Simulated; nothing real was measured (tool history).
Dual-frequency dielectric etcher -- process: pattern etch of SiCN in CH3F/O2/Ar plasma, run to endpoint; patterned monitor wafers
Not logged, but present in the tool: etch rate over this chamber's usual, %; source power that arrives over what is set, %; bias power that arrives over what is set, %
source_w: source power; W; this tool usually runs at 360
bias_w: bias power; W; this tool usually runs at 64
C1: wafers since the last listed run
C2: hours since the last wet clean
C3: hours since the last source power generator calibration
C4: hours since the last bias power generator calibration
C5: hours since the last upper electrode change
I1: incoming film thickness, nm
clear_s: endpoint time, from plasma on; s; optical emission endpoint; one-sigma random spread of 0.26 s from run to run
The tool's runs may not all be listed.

run 1 hour=0 | source_w=360 bias_w=64 | C1=0 C2=436.3 C3=975.6 C4=2538.2 C5=3127.8 | I1=12.46 | clear_s=33.7
run 2 hour=32.1 | source_w=360 bias_w=64 | C1=515 C2=468.4 C3=1007.7 C4=2570.3 C5=3159.9 | I1=12.44 | clear_s=34
run 3 hour=73.6 | source_w=360 bias_w=64 | C1=666 C2=509.9 C3=1049.2 C4=2611.8 C5=3201.4 | I1=12.49 | clear_s=34
-- hour=108 wet clean of the chamber
run 4 hour=108.5 | source_w=360 bias_w=64 | C1=175 C2=0.5 C3=1084.1 C4=2646.7 C5=3236.3 | I1=12.58 | clear_s=33
run 5 hour=138 | source_w=410 bias_w=64 | C1=474 C2=30 C3=1113.6 C4=2676.2 C5=3265.8 | I1=12.5 | clear_s=32
run 6 hour=197.6 | source_w=410 bias_w=64 | C1=957 C2=89.6 C3=1173.2 C4=2735.8 C5=3325.4 | I1=12.49 | clear_s=32.2
run 7 hour=233.2 | source_w=390 bias_w=74 | C1=572 C2=125.2 C3=1208.8 C4=2771.4 C5=3361 | I1=12.58 | clear_s=31.2
run 8 hour=348.4 | source_w=390 bias_w=74 | C1=1851 C2=240.4 C3=1324 C4=2886.6 C5=3476.2 | I1=12.5 | clear_s=30.8
run 9 hour=406.8 | source_w=390 bias_w=74 | C1=938 C2=298.8 C3=1382.4 C4=2945 C5=3534.6 | I1=12.55 | clear_s=31.4
run 10 hour=439.3 | source_w=290 bias_w=64 | C1=522 C2=331.3 C3=1414.9 C4=2977.5 C5=3567.1 | I1=12.39 | clear_s=35.8
run 11 hour=483.5 | source_w=290 bias_w=64 | C1=710 C2=375.5 C3=1459.1 C4=3021.7 C5=3611.3 | I1=12.43 | clear_s=36
run 12 hour=546.2 | source_w=290 bias_w=64 | C1=1007 C2=438.2 C3=1521.8 C4=3084.4 C5=3674 | I1=12.59 | clear_s=36.9
run 13 hour=602 | source_w=360 bias_w=64 | C1=896 C2=494 C3=1577.6 C4=3140.2 C5=3729.8 | I1=12.55 | clear_s=34.6
run 14 hour=630 | source_w=360 bias_w=64 | C1=449 C2=522 C3=1605.6 C4=3168.2 C5=3757.8 | I1=12.46 | clear_s=34.2
run 15 hour=686.1 | source_w=430 bias_w=59 | C1=901 C2=578.1 C3=1661.7 C4=3224.3 C5=3813.9 | I1=12.52 | clear_s=33.8
run 16 hour=732 | source_w=320 bias_w=53 | C1=737 C2=624 C3=1707.6 C4=3270.2 C5=3859.8 | I1=12.47 | clear_s=38.2
run 17 hour=756.6 | source_w=330 bias_w=51 | C1=395 C2=648.6 C3=1732.2 C4=3294.8 C5=3884.4 | I1=12.59 | clear_s=38.3
-- hour=783.8 source power generator calibrated
-- hour=794.3 wet clean of the chamber
run 18 hour=948.1 | source_w=360 bias_w=64 | C1=2844 C2=153.8 C3=164.3 C4=3486.3 C5=4075.9 | I1=12.48 | clear_s=33.2
run 19 hour=1017.2 | source_w=330 bias_w=54 | C1=1110 C2=222.9 C3=233.4 C4=3555.4 C5=4145 | I1=12.46 | clear_s=36.3
-- hour=1051.5 bias power generator calibrated
run 20 hour=1062.5 | source_w=360 bias_w=64 | C1=663 C2=268.2 C3=278.7 C4=11 C5=4190.3 | I1=12.61 | clear_s=33.6
-- hour=1136.7 upper electrode replaced
run 21 hour=1137.2 | source_w=320 bias_w=79 | C1=814 C2=342.9 C3=353.4 C4=85.7 C5=0.5 | I1=12.52 | clear_s=32.3
run 22 hour=1153.9 | source_w=360 bias_w=79 | C1=268 C2=359.6 C3=370.1 C4=102.4 C5=17.2 | I1=12.52 | clear_s=32
run 23 hour=1367.7 | source_w=410 bias_w=72 | C1=3435 C2=573.4 C3=583.9 C4=316.2 C5=231 | I1=12.53 | clear_s=32
run 24 hour=1401.7 | source_w=360 bias_w=64 | C1=546 C2=607.4 C3=617.9 C4=350.2 C5=265 | I1=12.6 | clear_s=35.6
-- hour=1462.6 wet clean of the chamber
run 25 hour=1527.8 | source_w=390 bias_w=64 | C1=1640 C2=65.2 C3=744 C4=476.3 C5=391.1 | I1=12.5 | clear_s=32.7
run 26 hour=1577.1 | source_w=360 bias_w=64 | C1=792 C2=114.5 C3=793.3 C4=525.6 C5=440.4 | I1=12.52 | clear_s=33.3
run 27 hour=1607.2 | source_w=290 bias_w=53 | C1=483 C2=144.6 C3=823.4 C4=555.7 C5=470.5 | I1=12.61 | clear_s=37.8
run 28 hour=1671 | source_w=420 bias_w=48 | C1=1025 C2=208.4 C3=887.2 C4=619.5 C5=534.3 | I1=12.45 | clear_s=35.4

3 ways to go on from here, each from the tool as it stands after run 28. What would each give?
run A hour=1671.4 | source_w=360 bias_w=64 | C1=6 C2=208.8 C3=887.6 C4=619.9 C5=534.7 | I1=12.58 | clear_s=?
run B hour=1671.4 | source_w=440 bias_w=70 | C1=6 C2=208.8 C3=887.6 C4=619.9 C5=534.7 | I1=12.58 | clear_s=?
run C hour=1671.4 | source_w=300 bias_w=70 | C1=6 C2=208.8 C3=887.6 C4=619.9 C5=534.7 | I1=12.58 | clear_s=?

run=A clear_s=34.2
run=B clear_s=31.5
run=C clear_s=34.7
Take away the tool's hidden state, keep each run's random variation, and the runs would have read:
run=A clear_s=33.6
run=B clear_s=30.9
run=C clear_s=34
